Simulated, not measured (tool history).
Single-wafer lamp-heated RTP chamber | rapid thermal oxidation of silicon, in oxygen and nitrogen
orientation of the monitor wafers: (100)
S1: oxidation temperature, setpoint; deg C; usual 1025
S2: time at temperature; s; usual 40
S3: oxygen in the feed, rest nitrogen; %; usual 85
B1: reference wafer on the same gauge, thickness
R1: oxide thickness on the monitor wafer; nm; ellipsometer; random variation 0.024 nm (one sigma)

run	hour	S1	S2	S3	B1	R1
1	0.0	1044	40	75	4.183	5.757
2	94.2	1044	40	75	4.177	5.924
# hour 110.0: pyrometer window cleaned and pyrometer calibrated
3	144.4	1044	40	75	4.194	5.682
4	204.5	1025	47	98	4.186	5.878
5	248.5	1025	47	98	4.184	5.971
6	340.2	1025	40	98	4.187	5.581
7	376.9	1025	40	85	4.175	5.392
# hour 385.0: pyrometer window cleaned and pyrometer calibrated
8	431.7	1025	40	85	4.185	5.200
9	535.0	1025	40	85	4.177	5.330
10	632.8	1025	40	85	4.178	5.391
# hour 656.7: oxygen flow controller replaced
# hour 684.8: pyrometer window cleaned and pyrometer calibrated
11	729.2	1047	26	85	4.182	5.091
# hour 758.8: gauge calibrated
12	775.7	1005	21	97	4.180	3.670
13	874.2	1025	40	85	4.173	5.367
14	971.5	1041	46	85	4.179	6.445
# hour 983.7: pyrometer window cleaned and pyrometer calibrated
15	1056.5	1002	21	72	4.175	3.277
16	1149.3	1047	53	60	4.188	6.098

5 ways to go on from here, each from the tool as it stands after run 16. What would each give?
A	1149.8	1025	40	85	?	?
B	1149.8	1016	31	77	?	?
C	1149.8	1001	40	98	?	?
D	1149.8	1025	31	85	?	?
E	1149.8	1025	23	85	?	?

run	B1	R1
A	4.186	5.311
B	4.186	4.332
C	4.186	4.708
D	4.186	4.766
E	4.186	4.215
Without the tool's hidden state the same runs would have given:
run	R1
A	5.217
B	4.256
C	4.622
D	4.682
E	4.142
